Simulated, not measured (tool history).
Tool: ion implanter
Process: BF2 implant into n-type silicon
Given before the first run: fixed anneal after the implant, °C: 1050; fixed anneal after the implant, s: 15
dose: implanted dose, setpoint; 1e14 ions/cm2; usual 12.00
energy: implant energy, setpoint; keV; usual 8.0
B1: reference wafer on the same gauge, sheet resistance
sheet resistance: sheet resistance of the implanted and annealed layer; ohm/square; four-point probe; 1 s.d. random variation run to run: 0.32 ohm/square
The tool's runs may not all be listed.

{"run": 1, "hour": 0.0, "dose": 12.0, "energy": 8.0, "B1": 192.99, "sheet resistance": 175.69}
{"run": 2, "hour": 60.0, "dose": 12.0, "energy": 8.0, "B1": 193.22, "sheet resistance": 176.85}
{"run": 3, "hour": 105.2, "dose": 12.0, "energy": 8.0, "B1": 193.09, "sheet resistance": 175.83}
{"run": 4, "hour": 189.8, "dose": 9.96, "energy": 8.0, "B1": 193.08, "sheet resistance": 191.05}
{"hour": 254.2, "done": "gauge calibrated"}
{"run": 5, "hour": 336.9, "dose": 12.0, "energy": 6.0, "B1": 193.12, "sheet resistance": 187.38}
{"run": 6, "hour": 406.1, "dose": 12.0, "energy": 6.0, "B1": 193.0, "sheet resistance": 187.36}
{"hour": 428.6, "done": "Faraday cup replaced and dose calibrated"}
{"run": 7, "hour": 474.5, "dose": 12.0, "energy": 8.0, "B1": 193.04, "sheet resistance": 178.94}
{"hour": 484.5, "done": "extraction supply calibrated"}
{"run": 8, "hour": 536.5, "dose": 12.0, "energy": 8.0, "B1": 192.83, "sheet resistance": 178.86}
{"run": 9, "hour": 566.1, "dose": 13.34, "energy": 9.0, "B1": 193.1, "sheet resistance": 167.53}
{"run": 10, "hour": 618.2, "dose": 12.0, "energy": 8.0, "B1": 192.98, "sheet resistance": 178.44}
{"run": 11, "hour": 645.2, "dose": 12.0, "energy": 8.0, "B1": 193.04, "sheet resistance": 178.39}
{"run": 12, "hour": 688.2, "dose": 12.0, "energy": 5.5, "B1": 192.92, "sheet resistance": 195.06}
{"run": 13, "hour": 750.3, "dose": 10.97, "energy": 7.0, "B1": 193.16, "sheet resistance": 191.71}
{"run": 14, "hour": 775.9, "dose": 12.0, "energy": 10.0, "B1": 193.04, "sheet resistance": 169.63}
{"hour": 789.8, "done": "gauge calibrated"}
{"run": 15, "hour": 809.0, "dose": 14.89, "energy": 10.5, "B1": 193.13, "sheet resistance": 156.79}
{"run": 16, "hour": 1019.1, "dose": 10.07, "energy": 8.0, "B1": 192.75, "sheet resistance": 193.1}

Forecast each of these 5 alternatives for the next run:
{"run": "A", "hour": 1019.5, "dose": 14.48, "energy": 8.0, "B1": "?", "sheet resistance": "?"}
{"run": "B", "hour": 1019.5, "dose": 10.92, "energy": 10.0, "B1": "?", "sheet resistance": "?"}
{"run": "C", "hour": 1019.5, "dose": 15.49, "energy": 8.0, "B1": "?", "sheet resistance": "?"}
{"run": "D", "hour": 1019.5, "dose": 13.44, "energy": 9.0, "B1": "?", "sheet resistance": "?"}
{"run": "E", "hour": 1019.5, "dose": 10.04, "energy": 10.5, "B1": "?", "sheet resistance": "?"}

run=A B1=192.77 sheet_resistance=167.45
run=B B1=192.77 sheet_resistance=175.99
run=C B1=192.77 sheet_resistance=164.74
run=D B1=192.77 sheet_resistance=166.77
run=E B1=192.77 sheet_resistance=180.96
Had the tool no hidden state, the same runs would have come out as:
run=A sheet_resistance=168.21
run=B sheet_resistance=177.33
run=C sheet_resistance=165.38
run=D sheet_resistance=167.65
run=E sheet_resistance=182.49
